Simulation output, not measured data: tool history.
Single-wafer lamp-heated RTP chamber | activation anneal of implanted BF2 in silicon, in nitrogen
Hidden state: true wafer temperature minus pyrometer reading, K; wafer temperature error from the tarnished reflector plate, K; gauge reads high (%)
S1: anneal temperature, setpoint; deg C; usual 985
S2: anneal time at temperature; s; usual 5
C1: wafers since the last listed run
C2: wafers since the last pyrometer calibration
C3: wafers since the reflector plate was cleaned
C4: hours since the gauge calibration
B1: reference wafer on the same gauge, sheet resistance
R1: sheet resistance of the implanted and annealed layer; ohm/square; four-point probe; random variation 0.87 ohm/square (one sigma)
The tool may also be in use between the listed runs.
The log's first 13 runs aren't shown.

{"hour": 626.8, "done": "pyrometer window cleaned and pyrometer calibrated"}
{"run": 14, "hour": 661.8, "S1": 985, "S2": 5, "C1": 564, "C2": 417, "C3": 881, "C4": 2435.1, "B1": 181.17, "R1": 167.32}
{"run": 15, "hour": 702.0, "S1": 985, "S2": 5, "C1": 478, "C2": 895, "C3": 1360, "C4": 2475.3, "B1": 180.87, "R1": 167.21}
{"run": 16, "hour": 751.0, "S1": 985, "S2": 5, "C1": 583, "C2": 1478, "C3": 1943, "C4": 2524.3, "B1": 181.02, "R1": 166.34}
{"run": 17, "hour": 797.3, "S1": 985, "S2": 5, "C1": 551, "C2": 2029, "C3": 2494, "C4": 2570.6, "B1": 180.97, "R1": 164.85}
{"run": 18, "hour": 866.8, "S1": 959, "S2": 3, "C1": 827, "C2": 2856, "C3": 3321, "C4": 2640.1, "B1": 180.71, "R1": 190.5}
{"run": 19, "hour": 902.8, "S1": 968, "S2": 8, "C1": 428, "C2": 3285, "C3": 3749, "C4": 2676.1, "B1": 180.73, "R1": 176.11}
{"run": 20, "hour": 958.8, "S1": 966, "S2": 3, "C1": 666, "C2": 3951, "C3": 4416, "C4": 2732.1, "B1": 180.9, "R1": 180.88}
{"hour": 1017.3, "done": "gauge calibrated"}
{"run": 21, "hour": 1113.7, "S1": 964, "S2": 5, "C1": 1843, "C2": 5795, "C3": 6260, "C4": 96.4, "B1": 181.01, "R1": 176.98}
{"hour": 1132.5, "done": "pyrometer window cleaned and pyrometer calibrated"}
{"run": 22, "hour": 1182.8, "S1": 966, "S2": 4, "C1": 727, "C2": 598, "C3": 6987, "C4": 165.5, "B1": 180.94, "R1": 186.99}
{"run": 23, "hour": 1253.9, "S1": 985, "S2": 5, "C1": 846, "C2": 1444, "C3": 7833, "C4": 236.6, "B1": 180.75, "R1": 166.45}
{"run": 24, "hour": 1293.8, "S1": 1005, "S2": 5, "C1": 474, "C2": 1919, "C3": 8308, "C4": 276.5, "B1": 180.98, "R1": 150.71}
{"run": 25, "hour": 1346.3, "S1": 985, "S2": 5, "C1": 624, "C2": 2544, "C3": 8933, "C4": 329, "B1": 180.85, "R1": 165.97}
{"run": 26, "hour": 1387.3, "S1": 993, "S2": 3, "C1": 487, "C2": 3032, "C3": 9421, "C4": 370, "B1": 180.6, "R1": 161.58}
{"run": 27, "hour": 1424.0, "S1": 969, "S2": 4, "C1": 436, "C2": 3469, "C3": 9857, "C4": 406.7, "B1": 180.67, "R1": 175.97}
{"run": 28, "hour": 1469.5, "S1": 985, "S2": 4, "C1": 541, "C2": 4010, "C3": 10399, "C4": 452.2, "B1": 180.9, "R1": 165.69}
{"run": 29, "hour": 1505.8, "S1": 985, "S2": 5, "C1": 432, "C2": 4442, "C3": 10831, "C4": 488.5, "B1": 180.66, "R1": 164.24}

The next listed run, before its measurement:
{"run": 30, "hour": 1554.7, "S1": 1003, "S2": 3, "C1": 581, "C2": 5024, "C3": 11413, "C4": 537.4, "B1": "?", "R1": "?"}

Run 30 gave B1 181.02, R1 151.86 ohm/square.
Without the tool's hidden state the same run would have given R1 157.7 ohm/square.
